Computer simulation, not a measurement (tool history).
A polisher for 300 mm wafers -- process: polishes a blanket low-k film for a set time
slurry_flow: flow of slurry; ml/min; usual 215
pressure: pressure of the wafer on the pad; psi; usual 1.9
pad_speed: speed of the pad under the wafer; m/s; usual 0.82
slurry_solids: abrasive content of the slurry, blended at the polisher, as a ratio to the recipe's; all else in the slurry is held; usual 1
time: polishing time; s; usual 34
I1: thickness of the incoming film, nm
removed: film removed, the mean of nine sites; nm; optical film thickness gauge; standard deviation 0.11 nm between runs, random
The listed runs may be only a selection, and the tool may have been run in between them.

Run 1, hour 0: usual settings; I1 517.6. Result: removed 11.8 nm.
Run 2, hour 17.5: usual settings but slurry_solids 0.8; I1 511.3. Result: removed 10.5 nm.
At hour 30.2: slurry nozzle cleaned.
Run 3, hour 36.7: usual settings but slurry_solids 0.8; I1 528.5. Result: removed 10.5 nm.
Run 4, hour 55.3: usual settings but pressure 1.3 psi, time 29 s; I1 525.4. Result: removed 6.8 nm.
Run 5, hour 77.9: usual settings but slurry_flow 280 ml/min, pad_speed 1.04 m/s; I1 520.8. Result: removed 13.7 nm.
Run 6, hour 98.6: usual settings but pad_speed 0.56 m/s; I1 527.5. Result: removed 9.7 nm.
Run 7, hour 131.6: usual settings but slurry_flow 250 ml/min, pressure 2.3 psi, slurry_solids 1.25; I1 516.4. Result: removed 15.7 nm.
At hour 153.4: slurry blender recalibrated.
Run 8, hour 160.9: usual settings but pressure 1.5 psi, pad_speed 0.68 m/s, time 41 s; I1 516.4. Result: removed 10.2 nm.
At hour 174.8: conditioning disc replaced and pad reconditioned.
At hour 191.7: worn pad replaced by a new one.
Run 9, hour 193.7: usual settings but pad_speed 0.62 m/s, time 46 s; I1 527.4. Result: removed 14 nm.
Run 10, hour 301.2: usual settings but pad_speed 0.74 m/s, slurry_solids 0.8; I1 525.3. Result: removed 9.6 nm.
Run 11, hour 319.5: usual settings but slurry_flow 250 ml/min, pressure 2.3 psi, slurry_solids 1.25; I1 511.6. Result: removed 15.7 nm.
Run 12, hour 340.5: usual settings but slurry_flow 185 ml/min, pad_speed 0.72 m/s, slurry_solids 1.25; I1 523.5. Result: removed 11.8 nm.
Run 13, hour 365.2: usual settings but slurry_flow 270 ml/min, pressure 1.3 psi, pad_speed 1.02 m/s, time 24 s; I1 524.1. Result: removed 6.4 nm.
Run 14, hour 382: usual settings but slurry_flow 285 ml/min, slurry_solids 0.75; I1 515.7. Result: removed 9.9 nm.
At hour 384.1: conditioning disc replaced and pad reconditioned.
Run 15, hour 394.6: usual settings; I1 515.5. Result: removed 11.3 nm.
At hour 411.6: worn pad replaced by a new one.
At hour 420.7: slurry blender recalibrated.
Run 16, hour 425.5: usual settings but pressure 2.4 psi, pad_speed 0.94 m/s, slurry_solids 1.1, time 29 s; I1 524.9. Result: removed 14.3 nm.
Run 17, hour 439.9: usual settings but pressure 1.7 psi; I1 516.9. Result: removed 10.8 nm.
Run 18, hour 462.9: usual settings but pressure 1.5 psi, time 44 s; I1 518.3. Result: removed 11.9 nm.
Run 19, hour 482.8: usual settings but pressure 1.5 psi, time 44 s; I1 516.8. Result: removed 12 nm.
Run 20, hour 496.2: usual settings but slurry_solids 0.85, time 37 s; I1 516.6. Result: removed 11.4 nm.
Run 21, hour 513.7: usual settings but slurry_flow 145 ml/min, pad_speed 0.94 m/s, time 42 s; I1 524.3. Result: removed 14.6 nm.
Run 22, hour 533.7: usual settings but time 29 s; I1 526.1. Result: removed 9.8 nm.
Run 23, hour 551.6: usual settings but pressure 2.4 psi, time 30 s; I1 512.5. Result: removed 13 nm.
Run 24, hour 574.8: usual settings but slurry_flow 290 ml/min, pad_speed 0.56 m/s, slurry_solids 0.9, time 24 s; I1 518.6. Result: removed 6.5 nm.
At hour 593.2: conditioning disc replaced and pad reconditioned.
Run 25, hour 597.3: usual settings; I1 520.6. Result: removed 11.3 nm.
Run 26, hour 632.1: usual settings; I1 518.8. Result: removed 11.4 nm.

Forecast each of these 4 alternatives for the next run:
Run A, hour 632.5: usual settings but slurry_flow 145 ml/min; I1 527.9. Result: removed ?.
Run B, hour 632.5: usual settings but slurry_flow 280 ml/min; I1 527.9. Result: removed ?.
Run C, hour 632.5: usual settings but slurry_flow 285 ml/min, time 45 s; I1 527.9. Result: removed ?.
Run D, hour 632.5: usual settings but time 45 s; I1 527.9. Result: removed ?.

run  removed
  A     10.9
  B     11.6
  C     15.3
  D     14.9
Without the tool's unlogged condition, the same runs would have read:
run  removed
  A     11.4
  B     12.2
  C     16.1
  D     15.7
